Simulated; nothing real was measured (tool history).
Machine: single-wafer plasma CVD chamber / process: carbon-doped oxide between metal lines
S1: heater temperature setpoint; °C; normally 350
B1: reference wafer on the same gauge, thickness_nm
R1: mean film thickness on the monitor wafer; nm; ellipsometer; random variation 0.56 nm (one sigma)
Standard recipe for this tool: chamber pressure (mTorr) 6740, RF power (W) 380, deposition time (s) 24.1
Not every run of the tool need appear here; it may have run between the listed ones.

{"run": 1, "hour": 0.0, "S1": 350, "chamber pressure (mTorr)": 6740, "RF power (W)": 380, "deposition time (s)": 24.1, "B1": 111.067, "R1": 103.86}
{"run": 2, "hour": 44.8, "S1": 350, "chamber pressure (mTorr)": 6740, "RF power (W)": 380, "deposition time (s)": 24.1, "B1": 110.99, "R1": 103.958}
{"run": 3, "hour": 108.1, "S1": 350, "chamber pressure (mTorr)": 6740, "RF power (W)": 380, "deposition time (s)": 25.8, "B1": 111.049, "R1": 111.243}
{"run": 4, "hour": 149.1, "S1": 350, "chamber pressure (mTorr)": 6740, "RF power (W)": 380, "deposition time (s)": 25.8, "B1": 110.923, "R1": 110.37}
{"run": 5, "hour": 201.5, "S1": 350, "chamber pressure (mTorr)": 6740, "RF power (W)": 380, "deposition time (s)": 25.8, "B1": 111.02, "R1": 110.69}
{"run": 6, "hour": 232.8, "S1": 350, "chamber pressure (mTorr)": 6740, "RF power (W)": 380, "deposition time (s)": 24.1, "B1": 110.954, "R1": 103.448}
{"run": 7, "hour": 299.8, "S1": 350, "chamber pressure (mTorr)": 6740, "RF power (W)": 380, "deposition time (s)": 24.1, "B1": 111.013, "R1": 102.428}
{"run": 8, "hour": 324.1, "S1": 350, "chamber pressure (mTorr)": 6740, "RF power (W)": 380, "deposition time (s)": 22.9, "B1": 111.123, "R1": 97.801}
{"run": 9, "hour": 360.0, "S1": 350, "chamber pressure (mTorr)": 6740, "RF power (W)": 380, "deposition time (s)": 24.1, "B1": 111.161, "R1": 103.228}
{"run": 10, "hour": 406.0, "S1": 350, "chamber pressure (mTorr)": 6740, "RF power (W)": 380, "deposition time (s)": 24.1, "B1": 110.938, "R1": 102.708}
{"hour": 450.5, "done": "capacitance manometer re-zeroed and calibrated"}
{"run": 11, "hour": 451.0, "S1": 350, "chamber pressure (mTorr)": 6740, "RF power (W)": 380, "deposition time (s)": 24.1, "B1": 110.971, "R1": 103.613}
{"hour": 501.5, "done": "thermocouple changed; heater temperature recalibrated"}
{"run": 12, "hour": 518.3, "S1": 338, "chamber pressure (mTorr)": 8020, "RF power (W)": 325, "deposition time (s)": 19.7, "B1": 111.094, "R1": 80.962}
{"run": 13, "hour": 554.0, "S1": 336, "chamber pressure (mTorr)": 6740, "RF power (W)": 380, "deposition time (s)": 24.1, "B1": 111.03, "R1": 106.423}
{"hour": 579.6, "done": "gauge calibrated"}
{"run": 14, "hour": 624.0, "S1": 350, "chamber pressure (mTorr)": 6740, "RF power (W)": 310, "deposition time (s)": 21.9, "B1": 111.013, "R1": 83.31}
{"run": 15, "hour": 671.2, "S1": 350, "chamber pressure (mTorr)": 8390, "RF power (W)": 380, "deposition time (s)": 25.5, "B1": 111.012, "R1": 108.419}
{"run": 16, "hour": 712.5, "S1": 350, "chamber pressure (mTorr)": 6740, "RF power (W)": 445, "deposition time (s)": 24.1, "B1": 111.081, "R1": 110.927}
{"run": 17, "hour": 752.1, "S1": 350, "chamber pressure (mTorr)": 6740, "RF power (W)": 380, "deposition time (s)": 24.1, "B1": 110.979, "R1": 101.082}
{"hour": 777.1, "done": "showerhead replaced"}
{"hour": 782.4, "done": "RF generator calibrated"}
{"run": 18, "hour": 805.6, "S1": 350, "chamber pressure (mTorr)": 6740, "RF power (W)": 380, "deposition time (s)": 24.1, "B1": 111.094, "R1": 106.488}
{"run": 19, "hour": 857.2, "S1": 350, "chamber pressure (mTorr)": 6180, "RF power (W)": 380, "deposition time (s)": 24.1, "B1": 111.081, "R1": 106.911}
{"run": 20, "hour": 904.2, "S1": 341, "chamber pressure (mTorr)": 6210, "RF power (W)": 335, "deposition time (s)": 28.1, "B1": 111.021, "R1": 120.86}
{"run": 21, "hour": 940.5, "S1": 350, "chamber pressure (mTorr)": 6740, "RF power (W)": 330, "deposition time (s)": 24.1, "B1": 111.019, "R1": 99.667}
{"run": 22, "hour": 1005.5, "S1": 340, "chamber pressure (mTorr)": 5910, "RF power (W)": 420, "deposition time (s)": 20.2, "B1": 111.001, "R1": 97.307}

4 ways to go on from here, each from the tool as it stands after run 22. What would each give?
{"run": "A", "hour": 1005.9, "S1": 340, "chamber pressure (mTorr)": 6740, "RF power (W)": 380, "deposition time (s)": 24.1, "B1": "?", "R1": "?"}
{"run": "B", "hour": 1005.9, "S1": 350, "chamber pressure (mTorr)": 7210, "RF power (W)": 310, "deposition time (s)": 24.1, "B1": "?", "R1": "?"}
{"run": "C", "hour": 1005.9, "S1": 341, "chamber pressure (mTorr)": 7250, "RF power (W)": 380, "deposition time (s)": 28, "B1": "?", "R1": "?"}
{"run": "D", "hour": 1005.9, "S1": 350, "chamber pressure (mTorr)": 8370, "RF power (W)": 380, "deposition time (s)": 24.1, "B1": "?", "R1": "?"}

run=A B1=110.98 R1=110.078
run=B B1=110.98 R1=95.825
run=C B1=110.98 R1=127.416
run=D B1=110.98 R1=107.125
With no hidden state in the tool, these same runs would have given:
run=A R1=110.931
run=B R1=96.567
run=C R1=128.404
run=D R1=107.955

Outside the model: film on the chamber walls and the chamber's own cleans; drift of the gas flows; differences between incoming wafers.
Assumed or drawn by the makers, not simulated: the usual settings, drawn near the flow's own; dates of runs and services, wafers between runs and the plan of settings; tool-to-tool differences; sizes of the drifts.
